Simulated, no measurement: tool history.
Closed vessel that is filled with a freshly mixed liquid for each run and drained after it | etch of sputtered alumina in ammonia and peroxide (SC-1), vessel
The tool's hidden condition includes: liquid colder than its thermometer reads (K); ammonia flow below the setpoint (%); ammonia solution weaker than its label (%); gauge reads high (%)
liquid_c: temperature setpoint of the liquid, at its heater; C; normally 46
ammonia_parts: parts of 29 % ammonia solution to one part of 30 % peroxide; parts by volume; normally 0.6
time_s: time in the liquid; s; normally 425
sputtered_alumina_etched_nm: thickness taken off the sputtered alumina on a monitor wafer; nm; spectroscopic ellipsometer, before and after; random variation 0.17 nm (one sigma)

| run | day | liquid_c | ammonia_parts | time_s | wafers since the last listed run | hours since the thermometer was replaced | hours since the ammonia flow meter was replaced | hours since the drum of ammonia solution was connected | hours since the gauge calibration | read-back film thickness of the sputtered alumina reference wafer, read on the same gauge (nm) | sputtered_alumina_etched_nm |
|---|---|---|---|---|---|---|---|---|---|---|---|
| 1 | 0 | 46 | 0.5 | 320 | 0 | 1873.9 | 1835.5 | 166.8 | 251.1 | 129.52 | 13.67 |
| 2 | 1.692 | 46 | 0.7 | 425 | 2418 | 1914.5 | 1876.1 | 207.4 | 291.7 | 129.59 | 18.66 |
| 3 | 2.767 | 46 | 0.6 | 425 | 1537 | 1940.3 | 1901.9 | 233.2 | 317.5 | 129.67 | 18.61 |
| 4 | 4.888 | 46 | 0.6 | 425 | 3032 | 1991.2 | 1952.8 | 284.1 | 368.4 | 129.84 | 18.55 |
| 5 | 7.604 | 46 | 0.6 | 425 | 3884 | 2056.4 | 2018 | 349.3 | 433.6 | 130.04 | 18.73 |
|  | 8.521 | ammonia flow meter replaced |
| 6 | 8.825 | 46 | 0.6 | 325 | 1686 | 2085.7 | 7.3 | 378.6 | 462.9 | 130.12 | 14.16 |
| 7 | 10.488 | 46 | 0.6 | 325 | 2377 | 2125.6 | 47.2 | 418.5 | 502.8 | 130.29 | 14.4 |
|  | 11.779 | new drum of ammonia solution connected |
| 8 | 12.438 | 46 | 0.6 | 325 | 2728 | 2172.4 | 94 | 15.8 | 549.6 | 130.51 | 14.42 |
| 9 | 14.15 | 46 | 0.6 | 425 | 2448 | 2213.5 | 135.1 | 56.9 | 590.7 | 130.72 | 18.66 |
| 10 | 16.742 | 46 | 0.6 | 425 | 3705 | 2275.7 | 197.3 | 119.1 | 652.9 | 131 | 18.6 |
| 11 | 19.142 | 46 | 0.85 | 595 | 3431 | 2333.3 | 254.9 | 176.7 | 710.5 | 131.35 | 27.34 |
| 12 | 20.8 | 46 | 0.6 | 425 | 2371 | 2373.1 | 294.7 | 216.5 | 750.3 | 131.59 | 18.98 |
| 13 | 22.046 | 46 | 0.6 | 425 | 1781 | 2403 | 324.6 | 246.4 | 780.2 | 131.72 | 18.9 |

Run 14 comes next. What will it give?
| 14 | 23.992 | 41.5 | 0.45 | 515 | 2782 | 2449.7 | 371.3 | 293.1 | 826.9 | ? | ? |

read-back film thickness of the sputtered alumina reference wafer, read on the same gauge (nm): 132.08
sputtered_alumina_etched_nm: 17.19 nm
Were there no unlogged condition in the tool, this run, its random variation unchanged, would have produced sputtered_alumina_etched_nm 16.92 nm.
